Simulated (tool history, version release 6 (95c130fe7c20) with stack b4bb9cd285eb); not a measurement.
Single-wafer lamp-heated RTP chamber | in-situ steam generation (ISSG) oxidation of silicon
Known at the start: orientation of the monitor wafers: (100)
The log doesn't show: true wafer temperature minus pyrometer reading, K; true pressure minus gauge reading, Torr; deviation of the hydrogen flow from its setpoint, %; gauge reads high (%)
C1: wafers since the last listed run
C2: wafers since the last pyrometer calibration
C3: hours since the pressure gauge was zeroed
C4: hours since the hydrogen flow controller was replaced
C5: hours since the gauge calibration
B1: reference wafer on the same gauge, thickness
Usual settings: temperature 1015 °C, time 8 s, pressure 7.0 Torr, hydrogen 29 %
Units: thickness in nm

Run 1, day 0.000: usual settings; C1 0; C2 1627; C3 3204.5; C4 5288.2; C5 331.4; B1 3.990. Result: thickness 4.125 nm.
Run 2, day 1.775: usual settings; C1 408; C2 2036; C3 3247.1; C4 5330.8; C5 374.0; B1 3.989. Result: thickness 4.119 nm.
Run 3, day 4.004: usual settings; C1 513; C2 2549; C3 3300.6; C4 5384.3; C5 427.5; B1 3.991. Result: thickness 4.140 nm.
At day 6.750: pyrometer window cleaned and pyrometer calibrated.
Run 4, day 6.854: usual settings but temperature 1002 °C, pressure 8.0 Torr; C1 579; C2 23; C3 3369.0; C4 5452.7; C5 495.9; B1 3.989. Result: thickness 3.925 nm.
Run 5, day 7.962: usual settings but pressure 8.2 Torr; C1 255; C2 278; C3 3395.6; C4 5479.3; C5 522.5; B1 3.989. Result: thickness 4.112 nm.
Run 6, day 10.450: usual settings but pressure 8.2 Torr; C1 572; C2 851; C3 3455.3; C4 5539.0; C5 582.2; B1 3.990. Result: thickness 4.102 nm.
At day 11.267: pressure gauge zeroed.
Run 7, day 12.042: usual settings; C1 289; C2 1141; C3 18.6; C4 5577.2; C5 620.4; B1 3.992. Result: thickness 4.133 nm.
At day 12.600: hydrogen flow controller replaced.
Run 8, day 14.138: usual settings but temperature 1028 °C, time 9 s, hydrogen 32 %; C1 405; C2 1547; C3 68.9; C4 36.9; C5 670.7; B1 3.990. Result: thickness 4.699 nm.
Run 9, day 15.771: usual settings but pressure 8.4 Torr, hydrogen 26 %; C1 376; C2 1923; C3 108.1; C4 76.1; C5 709.9; B1 3.990. Result: thickness 3.994 nm.
At day 16.833: gauge calibrated.
Run 10, day 17.271: usual settings; C1 345; C2 2268; C3 144.1; C4 112.1; C5 10.5; B1 3.989. Result: thickness 4.147 nm.
At day 19.588: pyrometer window cleaned and pyrometer calibrated.
Run 11, day 20.108: usual settings but temperature 997 °C, hydrogen 25 %; C1 576; C2 119; C3 212.2; C4 180.2; C5 78.6; B1 3.989. Result: thickness 3.701 nm.
Run 12, day 22.208: usual settings; C1 483; C2 603; C3 262.6; C4 230.6; C5 129.0; B1 3.989. Result: thickness 4.112 nm.
Run 13, day 24.183: usual settings but temperature 1028 °C, time 9 s, hydrogen 32 %; C1 454; C2 1058; C3 310.0; C4 278.0; C5 176.4; B1 3.990. Result: thickness 4.695 nm.
Run 14, day 26.108: usual settings but time 7 s; C1 443; C2 1501; C3 356.2; C4 324.2; C5 222.6; B1 3.991. Result: thickness 3.897 nm.

3 ways to go on from here, each from the tool as it stands after run 14. What would each give?
Run A, day 26.125: usual settings; C1 3; C2 1505; C3 356.6; C4 324.6; C5 223.0; B1 ?. Result: thickness ?.
Run B, day 26.125: usual settings but time 11 s, pressure 6.9 Torr; C1 3; C2 1505; C3 356.6; C4 324.6; C5 223.0; B1 ?. Result: thickness ?.
Run C, day 26.125: usual settings but temperature 1007 °C; C1 3; C2 1505; C3 356.6; C4 324.6; C5 223.0; B1 ?. Result: thickness ?.

run     B1  thickness
  A  3.990      4.128
  B  3.990      4.726
  C  3.990      4.022
Without the tool's hidden state the same runs would have given:
run  thickness
  A      4.093
  B      4.682
  C      3.990
